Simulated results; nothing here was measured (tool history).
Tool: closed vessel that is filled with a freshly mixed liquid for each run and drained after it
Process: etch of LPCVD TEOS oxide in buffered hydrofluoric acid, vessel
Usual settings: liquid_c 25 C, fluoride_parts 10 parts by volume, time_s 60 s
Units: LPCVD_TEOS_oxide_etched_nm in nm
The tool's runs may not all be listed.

run    hour  liquid_c  fluoride_parts  time_s  wafers since the last listed run  hours since the thermometer was replaced  hours since the hydrofluoric acid flow meter was replaced  hours since the gauge calibration  read-back film thickness of the LPCVD TEOS oxide reference wafer, read on the same gauge (nm)  LPCVD_TEOS_oxide_etched_nm
  1       0        25              10      50                                 0                                    2018.9                                                     1266.4                              505.1                                                                                          60.66                         124
  2    71.6        25              10      80                              7222                                    2090.5                                                       1338                              576.7                                                                                          60.75                      199.33
  3   152.8        25              10      80                              8191                                    2171.7                                                     1419.2                              657.9                                                                                          60.83                      201.42
  4   201.3        25              10      60                              4892                                    2220.2                                                     1467.7                              706.4                                                                                           60.9                      149.11
  5   290.2        25              10      60                              8967                                    2309.1                                                     1556.6                              795.3                                                                                          61.02                      149.99
  6   385.8        25              10      60                              9643                                    2404.7                                                     1652.2                              890.9                                                                                          61.15                      150.28
  7   431.6        25              10      60                              4620                                    2450.5                                                       1698                              936.7                                                                                          61.17                      150.95
  8   502.1        25              10      60                              7111                                      2521                                                     1768.5                             1007.2                                                                                          61.27                      151.47
  9   578.3        25              10      60                              7686                                    2597.2                                                     1844.7                             1083.4                                                                                          61.33                      151.31
 10   632.5      22.5              10      60                              5467                                    2651.4                                                     1898.9                             1137.6                                                                                          61.43                      131.89
 11   699.3      22.5              10      60                              6738                                    2718.2                                                     1965.7                             1204.4                                                                                          61.51                      130.34
 12   764.4        25              10      40                              6566                                    2783.3                                                     2030.8                             1269.5                                                                                          61.59                      100.16
 13   853.9        25              10      40                              9028                                    2872.8                                                     2120.3                               1359                                                                                          61.71                      101.69
 14   929.1        25            12.5      30                              7585                                      2948                                                     2195.5                             1434.2                                                                                          61.77                       61.14
 15  1005.6        25              10      60                              7716                                    3024.5                                                       2272                             1510.7                                                                                          61.84                      150.48
     1042.2  -- thermometer replaced
 16  1095.3      26.5              10      35                              8947                                      53.1                                                     2361.7                             1600.4                                                                                          62.03                       96.35
 17  1153.8        25              10      60                              5901                                     111.6                                                     2420.2                             1658.9                                                                                          62.01                      149.75
     1155.8  -- hydrofluoric acid flow meter replaced
 18  1220.7        27               7      30                              6647                                     178.5                                                       64.9                             1725.8                                                                                          62.11                      118.44
 19  1288.3      26.5             6.5      95                              6819                                     246.1                                                      132.5                             1793.4                                                                                          62.23                      390.04
 20    1333        25             6.5      60                              4509                                     290.8                                                      177.2                             1838.1                                                                                          62.25                      226.72
 21  1431.8        27               8      30                              9966                                     389.6                                                        276                             1936.9                                                                                          62.41                      104.03
 22  1489.9        25            13.5      35                              5860                                     447.7                                                      334.1                               1995                                                                                          62.46                       67.17
 23  1533.5      22.5              10      60                              4398                                     491.3                                                      377.7                             2038.6                                                                                          62.51                      134.37
     1606.6  -- gauge calibrated
 24  1613.4        21             6.5      45                              8059                                     571.2                                                      457.6                                6.8                                                                                          59.96                      131.62
 25  1687.7        27               9      90                              7494                                     645.5                                                      531.9                               81.1                                                                                          60.07                      268.75
 26  1832.8        25              10      60                             14636                                     790.6                                                        677                              226.2                                                                                          60.23                      149.04
 27  2013.6        29            11.5      60                             18238                                     971.4                                                      857.8                                407                                                                                          60.43                      160.05

Forecast each of these 3 alternatives for the next run:
  A  2014.3        25              10      60                                70                                     972.1                                                      858.5                              407.7                                                                                              ?                           ?
  B  2014.3        25              13      60                                70                                     972.1                                                      858.5                              407.7                                                                                              ?                           ?
  C  2014.3        20             6.5      60                                70                                     972.1                                                      858.5                              407.7                                                                                              ?                           ?

run  read-back film thickness of the LPCVD TEOS oxide reference wafer, read on the same gauge (nm)  LPCVD_TEOS_oxide_etched_nm
  A                                                                                          60.45                      149.21
  B                                                                                          60.45                      115.51
  C                                                                                          60.45                      169.51
Without the tool's hidden state the same runs would have given:
run  LPCVD_TEOS_oxide_etched_nm
  A                       148.1
  B                      114.65
  C                      168.25

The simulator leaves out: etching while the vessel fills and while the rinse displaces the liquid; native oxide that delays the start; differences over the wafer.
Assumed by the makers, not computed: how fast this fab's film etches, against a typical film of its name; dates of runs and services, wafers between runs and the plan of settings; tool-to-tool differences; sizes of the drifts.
